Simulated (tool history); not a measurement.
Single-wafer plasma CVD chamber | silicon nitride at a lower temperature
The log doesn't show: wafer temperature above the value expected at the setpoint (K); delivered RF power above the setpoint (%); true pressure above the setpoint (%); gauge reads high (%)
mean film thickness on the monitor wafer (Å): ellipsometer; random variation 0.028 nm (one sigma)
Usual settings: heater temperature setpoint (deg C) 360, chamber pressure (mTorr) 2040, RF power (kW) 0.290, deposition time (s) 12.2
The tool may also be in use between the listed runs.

run	day	heater temperature setpoint (deg C)	chamber pressure (mTorr)	RF power (kW)	deposition time (s)	wafers since the last listed run	hours since the last thermocouple change	hours since the last RF generator calibration	hours since the last manometer calibration	hours since the showerhead was replaced	hours since the gauge calibration	read-back reference wafer on the same gauge, thickness_nm	mean film thickness on the monitor wafer (Å)
1	0.000	360	2040	0.290	10.9	0	1269.8	1155.4	989.3	3440.6	596.0	16.279	123.47
2	2.312	360	2040	0.290	12.2	1966	1325.3	1210.9	1044.8	3496.1	651.5	16.277	138.66
# day 3.654: thermocouple changed; heater temperature recalibrated
# day 6.133: RF generator calibrated
3	6.704	360	2040	0.290	12.2	3167	73.2	13.7	1150.2	3601.5	756.9	16.273	138.67
# day 18.888: capacitance manometer re-zeroed and calibrated
4	19.771	369	2040	0.290	12.2	10828	386.8	327.3	21.2	3915.1	1070.5	16.240	137.76
# day 21.688: showerhead replaced
5	22.588	369	2040	0.290	12.2	2111	454.4	394.9	88.8	21.6	1138.1	16.241	137.75
6	26.588	360	2040	0.290	12.2	3401	550.4	490.9	184.8	117.6	1234.1	16.239	138.07
7	28.488	360	2040	0.290	12.2	1615	596.0	536.5	230.4	163.2	1279.7	16.224	137.59
8	31.221	360	2040	0.305	12.2	2324	661.6	602.1	296.0	228.8	1345.3	16.221	143.07
9	33.608	360	1720	0.290	12.2	2030	718.9	659.4	353.3	286.1	1402.6	16.217	126.63
10	36.288	360	1780	0.290	11.3	2278	783.2	723.7	417.6	350.4	1466.9	16.207	119.27
11	38.467	365	2040	0.290	12.2	1853	835.5	776.0	469.9	402.7	1519.2	16.199	138.06
12	40.496	360	2040	0.290	12.2	1725	884.2	824.7	518.6	451.4	1567.9	16.196	137.88
13	42.150	352	2360	0.275	12.2	1406	923.9	864.4	558.3	491.1	1607.6	16.187	140.68
14	46.025	360	2040	0.335	12.2	3295	1016.9	957.4	651.3	584.1	1700.6	16.174	151.99
15	47.917	360	2040	0.290	12.2	1608	1062.3	1002.8	696.7	629.5	1746.0	16.171	137.24
16	50.404	367	2040	0.255	12.2	2115	1122.0	1062.5	756.4	689.2	1805.7	16.155	124.78
17	54.604	369	1580	0.320	12.2	3571	1222.8	1163.3	857.2	790.0	1906.5	16.149	128.09
# day 57.117: gauge calibrated
18	57.692	360	2330	0.255	12.2	2625	1296.9	1237.4	931.3	864.1	13.8	16.285	133.12
19	61.588	372	2500	0.330	14.1	3313	1390.4	1330.9	1024.8	957.6	107.3	16.291	188.18
20	64.088	349	2040	0.290	14.2	2126	1450.4	1390.9	1084.8	1017.6	167.3	16.287	161.86

The next listed run, before its measurement:
# day 65.979: thermocouple changed; heater temperature recalibrated
# day 66.925: RF generator calibrated
21	66.946	360	1860	0.290	12.2	1863	23.2	0.5	1153.4	1086.2	235.9	?	?

{"run 21": {"read-back reference wafer on the same gauge, thickness_nm": 16.289, "mean film thickness on the monitor wafer (Å)": 132.98}}
Without the tool's hidden state the same run would have given mean film thickness on the monitor wafer (Å) 133.08.
